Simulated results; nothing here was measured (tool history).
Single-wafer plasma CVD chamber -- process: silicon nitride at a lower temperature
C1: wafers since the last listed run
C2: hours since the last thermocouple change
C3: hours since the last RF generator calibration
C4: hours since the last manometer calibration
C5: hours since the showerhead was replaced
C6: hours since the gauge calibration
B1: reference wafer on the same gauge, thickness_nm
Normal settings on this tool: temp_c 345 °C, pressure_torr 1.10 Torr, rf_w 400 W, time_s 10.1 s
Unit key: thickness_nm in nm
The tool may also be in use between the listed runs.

run 1 hour=0.0 | temp_c=345 pressure_torr=1.10 rf_w=400 time_s=10.1 | C1=0 C2=2335.7 C3=1492.7 C4=24.0 C5=4898.5 C6=728.5 | B1=14.204 | thickness_nm=12.332
-- hour=12.9 RF generator calibrated
run 2 hour=14.2 | temp_c=345 pressure_torr=1.10 rf_w=400 time_s=10.1 | C1=150 C2=2349.9 C3=1.3 C4=38.2 C5=4912.7 C6=742.7 | B1=14.201 | thickness_nm=12.666
run 3 hour=48.4 | temp_c=345 pressure_torr=1.10 rf_w=400 time_s=10.1 | C1=832 C2=2384.1 C3=35.5 C4=72.4 C5=4946.9 C6=776.9 | B1=14.192 | thickness_nm=12.633
run 4 hour=60.5 | temp_c=345 pressure_torr=1.10 rf_w=400 time_s=10.1 | C1=294 C2=2396.2 C3=47.6 C4=84.5 C5=4959.0 C6=789.0 | B1=14.213 | thickness_nm=12.661
run 5 hour=78.1 | temp_c=336 pressure_torr=1.10 rf_w=400 time_s=10.1 | C1=428 C2=2413.8 C3=65.2 C4=102.1 C5=4976.6 C6=806.6 | B1=14.198 | thickness_nm=12.604
run 6 hour=103.1 | temp_c=336 pressure_torr=1.10 rf_w=400 time_s=10.1 | C1=608 C2=2438.8 C3=90.2 C4=127.1 C5=5001.6 C6=831.6 | B1=14.206 | thickness_nm=12.634
run 7 hour=137.6 | temp_c=337 pressure_torr=1.00 rf_w=475 time_s=8.1 | C1=840 C2=2473.3 C3=124.7 C4=161.6 C5=5036.1 C6=866.1 | B1=14.207 | thickness_nm=11.038
run 8 hour=161.5 | temp_c=333 pressure_torr=1.10 rf_w=425 time_s=10.1 | C1=582 C2=2497.2 C3=148.6 C4=185.5 C5=5060.0 C6=890.0 | B1=14.201 | thickness_nm=13.070
run 9 hour=190.4 | temp_c=345 pressure_torr=1.10 rf_w=400 time_s=10.1 | C1=703 C2=2526.1 C3=177.5 C4=214.4 C5=5088.9 C6=918.9 | B1=14.197 | thickness_nm=12.484
run 10 hour=218.0 | temp_c=345 pressure_torr=1.10 rf_w=400 time_s=10.1 | C1=672 C2=2553.7 C3=205.1 C4=242.0 C5=5116.5 C6=946.5 | B1=14.189 | thickness_nm=12.492
-- hour=289.0 thermocouple changed; heater temperature recalibrated
run 11 hour=307.8 | temp_c=349 pressure_torr=1.10 rf_w=360 time_s=10.6 | C1=1992 C2=18.8 C3=294.9 C4=331.8 C5=5206.3 C6=1036.3 | B1=14.203 | thickness_nm=11.917
run 12 hour=334.7 | temp_c=333 pressure_torr=0.97 rf_w=350 time_s=10.1 | C1=655 C2=45.7 C3=321.8 C4=358.7 C5=5233.2 C6=1063.2 | B1=14.209 | thickness_nm=10.440
run 13 hour=349.9 | temp_c=350 pressure_torr=1.30 rf_w=365 time_s=10.1 | C1=370 C2=60.9 C3=337.0 C4=373.9 C5=5248.4 C6=1078.4 | B1=14.194 | thickness_nm=12.292
run 14 hour=375.4 | temp_c=345 pressure_torr=1.10 rf_w=400 time_s=10.1 | C1=620 C2=86.4 C3=362.5 C4=399.4 C5=5273.9 C6=1103.9 | B1=14.199 | thickness_nm=12.454
run 15 hour=405.9 | temp_c=345 pressure_torr=1.10 rf_w=400 time_s=10.1 | C1=742 C2=116.9 C3=393.0 C4=429.9 C5=5304.4 C6=1134.4 | B1=14.192 | thickness_nm=12.408
-- hour=413.5 gauge calibrated
run 16 hour=425.8 | temp_c=345 pressure_torr=1.10 rf_w=400 time_s=10.1 | C1=484 C2=136.8 C3=412.9 C4=449.8 C5=5324.3 C6=12.3 | B1=14.187 | thickness_nm=12.305
run 17 hour=461.1 | temp_c=345 pressure_torr=1.22 rf_w=400 time_s=10.1 | C1=859 C2=172.1 C3=448.2 C4=485.1 C5=5359.6 C6=47.6 | B1=14.208 | thickness_nm=12.846
run 18 hour=480.1 | temp_c=345 pressure_torr=1.10 rf_w=400 time_s=10.1 | C1=462 C2=191.1 C3=467.2 C4=504.1 C5=5378.6 C6=66.6 | B1=14.202 | thickness_nm=12.394
run 19 hour=493.5 | temp_c=358 pressure_torr=1.10 rf_w=470 time_s=8.8 | C1=326 C2=204.5 C3=480.6 C4=517.5 C5=5392.0 C6=80.0 | B1=14.195 | thickness_nm=12.077
-- hour=519.8 showerhead replaced
run 20 hour=598.1 | temp_c=357 pressure_torr=1.30 rf_w=400 time_s=8.2 | C1=2352 C2=309.1 C3=585.2 C4=622.1 C5=78.3 C6=184.6 | B1=14.205 | thickness_nm=10.616
run 21 hour=631.5 | temp_c=345 pressure_torr=1.10 rf_w=325 time_s=10.1 | C1=813 C2=342.5 C3=618.6 C4=655.5 C5=111.7 C6=218.0 | B1=14.204 | thickness_nm=10.225
run 22 hour=656.8 | temp_c=345 pressure_torr=1.10 rf_w=400 time_s=10.1 | C1=616 C2=367.8 C3=643.9 C4=680.8 C5=137.0 C6=243.3 | B1=14.214 | thickness_nm=12.234
run 23 hour=679.8 | temp_c=345 pressure_torr=1.10 rf_w=400 time_s=10.1 | C1=560 C2=390.8 C3=666.9 C4=703.8 C5=160.0 C6=266.3 | B1=14.208 | thickness_nm=12.169
run 24 hour=708.7 | temp_c=345 pressure_torr=1.19 rf_w=400 time_s=10.1 | C1=703 C2=419.7 C3=695.8 C4=732.7 C5=188.9 C6=295.2 | B1=14.200 | thickness_nm=12.725
run 25 hour=722.6 | temp_c=337 pressure_torr=1.10 rf_w=335 time_s=11.9 | C1=338 C2=433.6 C3=709.7 C4=746.6 C5=202.8 C6=309.1 | B1=14.203 | thickness_nm=12.409
run 26 hour=747.5 | temp_c=332 pressure_torr=1.22 rf_w=400 time_s=10.1 | C1=606 C2=458.5 C3=734.6 C4=771.5 C5=227.7 C6=334.0 | B1=14.194 | thickness_nm=12.768
run 27 hour=765.7 | temp_c=341 pressure_torr=1.10 rf_w=470 time_s=10.1 | C1=443 C2=476.7 C3=752.8 C4=789.7 C5=245.9 C6=352.2 | B1=14.205 | thickness_nm=13.763
run 28 hour=789.4 | temp_c=345 pressure_torr=1.25 rf_w=400 time_s=10.1 | C1=577 C2=500.4 C3=776.5 C4=813.4 C5=269.6 C6=375.9 | B1=14.199 | thickness_nm=12.791
run 29 hour=813.6 | temp_c=345 pressure_torr=1.26 rf_w=465 time_s=10.1 | C1=589 C2=524.6 C3=800.7 C4=837.6 C5=293.8 C6=400.1 | B1=14.198 | thickness_nm=14.494

Alternative continuations, all from the tool just after run 29; predict every row:
run A hour=814.0 | temp_c=345 pressure_torr=1.10 rf_w=435 time_s=10.1 | C1=9 C2=525.0 C3=801.1 C4=838.0 C5=294.2 C6=400.5 | B1=? | thickness_nm=?
run B hour=814.0 | temp_c=333 pressure_torr=0.84 rf_w=350 time_s=10.1 | C1=9 C2=525.0 C3=801.1 C4=838.0 C5=294.2 C6=400.5 | B1=? | thickness_nm=?
run C hour=814.0 | temp_c=345 pressure_torr=1.20 rf_w=455 time_s=8.7 | C1=9 C2=525.0 C3=801.1 C4=838.0 C5=294.2 C6=400.5 | B1=? | thickness_nm=?
run D hour=814.0 | temp_c=351 pressure_torr=1.23 rf_w=425 time_s=10.1 | C1=9 C2=525.0 C3=801.1 C4=838.0 C5=294.2 C6=400.5 | B1=? | thickness_nm=?

run=A B1=14.197 thickness_nm=12.997
run=B B1=14.197 thickness_nm=9.496
run=C B1=14.197 thickness_nm=12.020
run=D B1=14.197 thickness_nm=13.359
What these runs would have given with no unlogged condition in the tool:
run=A thickness_nm=13.545
run=B thickness_nm=9.979
run=C thickness_nm=12.510
run=D thickness_nm=13.902
